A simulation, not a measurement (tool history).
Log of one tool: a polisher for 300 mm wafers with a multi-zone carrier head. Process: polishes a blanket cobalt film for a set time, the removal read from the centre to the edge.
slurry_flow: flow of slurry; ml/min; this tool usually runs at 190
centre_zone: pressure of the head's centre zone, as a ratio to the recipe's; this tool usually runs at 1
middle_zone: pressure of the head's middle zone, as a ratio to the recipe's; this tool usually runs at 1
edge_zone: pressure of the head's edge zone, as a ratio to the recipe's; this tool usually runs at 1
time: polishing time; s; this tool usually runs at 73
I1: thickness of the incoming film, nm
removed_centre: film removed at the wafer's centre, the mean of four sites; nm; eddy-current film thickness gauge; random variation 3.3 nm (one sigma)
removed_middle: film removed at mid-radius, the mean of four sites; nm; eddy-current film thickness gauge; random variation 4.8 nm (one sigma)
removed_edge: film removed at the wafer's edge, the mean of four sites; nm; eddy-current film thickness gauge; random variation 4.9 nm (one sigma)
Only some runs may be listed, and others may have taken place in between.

{"run": 1, "hour": 0.0, "slurry_flow": 165, "centre_zone": 1.06, "middle_zone": 1, "edge_zone": 1, "time": 73, "I1": 1075.3, "removed_centre": 411.9, "removed_middle": 412.4, "removed_edge": 397.7}
{"run": 2, "hour": 82.1, "slurry_flow": 190, "centre_zone": 1, "middle_zone": 1.05, "edge_zone": 1, "time": 73, "I1": 1079.7, "removed_centre": 404.9, "removed_middle": 432.8, "removed_edge": 405.7}
{"run": 3, "hour": 149.5, "slurry_flow": 190, "centre_zone": 1.1, "middle_zone": 1, "edge_zone": 1, "time": 73, "I1": 1077.1, "removed_centre": 433.7, "removed_middle": 412.8, "removed_edge": 399.6}
{"run": 4, "hour": 216.1, "slurry_flow": 190, "centre_zone": 0.91, "middle_zone": 0.93, "edge_zone": 1.11, "time": 73, "I1": 1094.7, "removed_centre": 357.5, "removed_middle": 385.6, "removed_edge": 421.1}
{"hour": 263.5, "done": "worn pad replaced by a new one"}
{"run": 5, "hour": 316.9, "slurry_flow": 190, "centre_zone": 1, "middle_zone": 1.09, "edge_zone": 1, "time": 73, "I1": 1078.6, "removed_centre": 392.2, "removed_middle": 445.2, "removed_edge": 393.8}
{"run": 6, "hour": 407.3, "slurry_flow": 190, "centre_zone": 1.06, "middle_zone": 1.1, "edge_zone": 0.95, "time": 58, "I1": 1093.1, "removed_centre": 329.5, "removed_middle": 356.8, "removed_edge": 302.6}
{"hour": 453.5, "done": "carrier head's membrane replaced by a new one"}
{"hour": 491.4, "done": "edge zone pressure recalibrated"}
{"run": 7, "hour": 492.3, "slurry_flow": 245, "centre_zone": 1, "middle_zone": 1.03, "edge_zone": 0.93, "time": 73, "I1": 1053, "removed_centre": 410.7, "removed_middle": 436.5, "removed_edge": 400.3}
{"run": 8, "hour": 586.8, "slurry_flow": 190, "centre_zone": 0.91, "middle_zone": 0.95, "edge_zone": 0.95, "time": 58, "I1": 1057.9, "removed_centre": 281.8, "removed_middle": 311.6, "removed_edge": 311.3}
{"run": 9, "hour": 649.2, "slurry_flow": 190, "centre_zone": 1.07, "middle_zone": 1.07, "edge_zone": 1, "time": 73, "I1": 1060.2, "removed_centre": 425.1, "removed_middle": 437.5, "removed_edge": 400.4}
{"hour": 668.8, "done": "slurry nozzle cleaned"}
{"run": 10, "hour": 754.8, "slurry_flow": 240, "centre_zone": 1, "middle_zone": 1, "edge_zone": 1, "time": 73, "I1": 1067.5, "removed_centre": 415.1, "removed_middle": 435.7, "removed_edge": 415.7}
{"run": 11, "hour": 815.2, "slurry_flow": 190, "centre_zone": 1, "middle_zone": 1, "edge_zone": 1, "time": 73, "I1": 1076.4, "removed_centre": 397.6, "removed_middle": 418.5, "removed_edge": 409.2}
{"run": 12, "hour": 852.8, "slurry_flow": 245, "centre_zone": 1, "middle_zone": 1, "edge_zone": 1.1, "time": 73, "I1": 1090.7, "removed_centre": 420.3, "removed_middle": 427.2, "removed_edge": 442.8}
{"hour": 899.7, "done": "worn pad replaced by a new one"}
{"run": 13, "hour": 943.5, "slurry_flow": 190, "centre_zone": 1, "middle_zone": 0.97, "edge_zone": 1, "time": 73, "I1": 1075.5, "removed_centre": 394.1, "removed_middle": 409, "removed_edge": 397.6}
{"run": 14, "hour": 1009.4, "slurry_flow": 190, "centre_zone": 1, "middle_zone": 1, "edge_zone": 1, "time": 73, "I1": 1071.8, "removed_centre": 394.9, "removed_middle": 410.2, "removed_edge": 400.1}
{"hour": 1022.8, "done": "centre zone pressure recalibrated"}
{"hour": 1136.7, "done": "edge zone pressure recalibrated"}
{"run": 15, "hour": 1181.5, "slurry_flow": 190, "centre_zone": 0.91, "middle_zone": 0.92, "edge_zone": 0.91, "time": 92, "I1": 1081.5, "removed_centre": 447, "removed_middle": 484.7, "removed_edge": 486.1}
{"run": 16, "hour": 1232.3, "slurry_flow": 190, "centre_zone": 1, "middle_zone": 1, "edge_zone": 1, "time": 58, "I1": 1071.1, "removed_centre": 311.7, "removed_middle": 326.3, "removed_edge": 314.2}
{"run": 17, "hour": 1327.3, "slurry_flow": 240, "centre_zone": 1, "middle_zone": 1, "edge_zone": 1, "time": 73, "I1": 1089.8, "removed_centre": 411.6, "removed_middle": 428.7, "removed_edge": 403}

Run 18 is up next; what results do you expect?
{"hour": 1331.2, "done": "slurry nozzle cleaned"}
{"hour": 1342.9, "done": "carrier head's membrane replaced by a new one"}
{"run": 18, "hour": 1401.2, "slurry_flow": 220, "centre_zone": 1, "middle_zone": 0.94, "edge_zone": 0.93, "time": 73, "I1": 1061, "removed_centre": "?", "removed_middle": "?", "removed_edge": "?"}

{"run 18": {"removed_centre": 419.5, "removed_middle": 413.1, "removed_edge": 392.5}}
Without the tool's hidden state the same run would have given removed_centre 423.3 nm, removed_middle 416.5 nm, removed_edge 394.8 nm.

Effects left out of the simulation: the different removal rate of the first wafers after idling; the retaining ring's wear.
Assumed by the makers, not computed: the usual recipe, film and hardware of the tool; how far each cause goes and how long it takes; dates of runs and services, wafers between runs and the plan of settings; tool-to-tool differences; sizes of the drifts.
